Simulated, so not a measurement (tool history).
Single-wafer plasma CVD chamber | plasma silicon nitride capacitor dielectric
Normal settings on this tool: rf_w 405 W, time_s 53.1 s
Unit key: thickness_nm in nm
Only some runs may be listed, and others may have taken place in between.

run,day,rf_w,time_s,"read-back reference wafer on the same gauge, thickness_nm",thickness_nm
1,0.000,405,53.1,76.387,79.001
2,3.842,405,53.1,76.442,78.971
3,5.079,405,53.1,76.425,78.800
4,6.296,405,53.1,76.392,78.918
5,7.625,405,53.1,76.394,79.098
6,8.246,460,58.2,76.394,89.738
7,9.025,405,53.1,76.386,78.913
# day 9.538: showerhead replaced
8,9.862,405,53.1,76.386,78.776
9,11.042,405,53.1,76.389,78.995
# day 12.862: gauge calibrated
10,13.833,440,50.1,76.408,76.158
11,14.512,405,53.1,76.381,78.827
12,15.862,440,45.2,76.418,68.698
13,16.858,430,53.1,76.392,80.130
14,17.758,405,53.1,76.453,79.246
# day 18.604: RF generator calibrated
15,19.158,350,55.9,76.392,81.616
16,21.829,405,53.1,76.430,80.351
17,22.912,450,62.7,76.422,97.530
18,24.358,375,59.1,76.399,87.281
19,25.175,380,62.3,76.378,92.584

Branching from run 19: 5 alternative next runs. What would each branch give?
A,25.192,405,47.4,?,?
B,25.192,350,55.8,?,?
C,25.192,340,58.1,?,?
D,25.192,440,46.4,?,?
E,25.192,405,44.2,?,?

run,"read-back reference wafer on the same gauge, thickness_nm",thickness_nm
A,76.403,71.339
B,76.403,80.858
C,76.403,83.567
D,76.403,71.376
E,76.403,66.523
What these runs would have given with no unlogged condition in the tool:
run,thickness_nm
A,71.882
B,81.473
C,84.203
D,71.919
E,67.029
